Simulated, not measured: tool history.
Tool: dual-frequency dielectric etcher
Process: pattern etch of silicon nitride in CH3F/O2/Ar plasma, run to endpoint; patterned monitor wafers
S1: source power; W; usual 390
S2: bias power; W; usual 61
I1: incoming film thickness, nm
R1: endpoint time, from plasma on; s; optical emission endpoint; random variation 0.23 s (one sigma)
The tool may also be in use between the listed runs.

run 1 hour=0.0 | S1=390 S2=61 | I1=19.86 | R1=29.9
run 2 hour=6.8 | S1=350 S2=65 | I1=20.04 | R1=30.7
run 3 hour=22.9 | S1=390 S2=61 | I1=19.87 | R1=30.3
run 4 hour=36.8 | S1=390 S2=61 | I1=19.77 | R1=30.1
run 5 hour=45.9 | S1=390 S2=61 | I1=19.92 | R1=30.2
run 6 hour=58.5 | S1=310 S2=61 | I1=20.01 | R1=32.4
run 7 hour=71.0 | S1=310 S2=61 | I1=20.06 | R1=32.8
run 8 hour=81.7 | S1=390 S2=61 | I1=19.98 | R1=30.5
run 9 hour=90.4 | S1=420 S2=70 | I1=19.72 | R1=28.0
-- hour=115.1 bias power generator calibrated
-- hour=121.9 wet clean of the chamber
-- hour=122.6 source power generator calibrated
run 10 hour=123.1 | S1=360 S2=64 | I1=19.73 | R1=30.3
run 11 hour=123.5 | S1=360 S2=64 | I1=19.92 | R1=30.7
run 12 hour=131.8 | S1=390 S2=61 | I1=19.83 | R1=30.0
-- hour=163.1 upper electrode replaced
run 13 hour=163.6 | S1=390 S2=72 | I1=19.93 | R1=28.8
run 14 hour=163.9 | S1=390 S2=72 | I1=19.83 | R1=28.6
run 15 hour=167.3 | S1=440 S2=61 | I1=19.83 | R1=29.3
run 16 hour=177.7 | S1=360 S2=61 | I1=19.85 | R1=30.5
run 17 hour=187.0 | S1=480 S2=67 | I1=19.81 | R1=27.7
run 18 hour=203.4 | S1=340 S2=61 | I1=19.74 | R1=31.2
run 19 hour=211.2 | S1=350 S2=61 | I1=19.79 | R1=31.0
run 20 hour=224.7 | S1=290 S2=47 | I1=19.96 | R1=35.8
run 21 hour=232.3 | S1=390 S2=72 | I1=19.95 | R1=28.8
run 22 hour=244.0 | S1=450 S2=73 | I1=20.06 | R1=27.5
run 23 hour=254.6 | S1=360 S2=51 | I1=20.01 | R1=32.7
run 24 hour=260.9 | S1=450 S2=61 | I1=19.95 | R1=28.8
run 25 hour=276.8 | S1=390 S2=68 | I1=19.85 | R1=29.2
run 26 hour=291.8 | S1=350 S2=61 | I1=19.53 | R1=30.8
run 27 hour=305.7 | S1=390 S2=48 | I1=20.03 | R1=32.6
run 28 hour=312.3 | S1=390 S2=61 | I1=20.09 | R1=31.0
run 29 hour=329.0 | S1=330 S2=74 | I1=19.76 | R1=29.9
run 30 hour=339.3 | S1=390 S2=50 | I1=19.87 | R1=32.6

Forecast each of these 3 alternatives for the next run:
run A hour=339.7 | S1=470 S2=61 | I1=19.85 | R1=?
run B hour=339.7 | S1=330 S2=75 | I1=19.85 | R1=?
run C hour=339.7 | S1=420 S2=52 | I1=19.85 | R1=?

run=A R1=28.7
run=B R1=30.0
run=C R1=31.1
Without the tool's hidden state the same runs would have given:
run=A R1=28.7
run=B R1=30.0
run=C R1=31.1
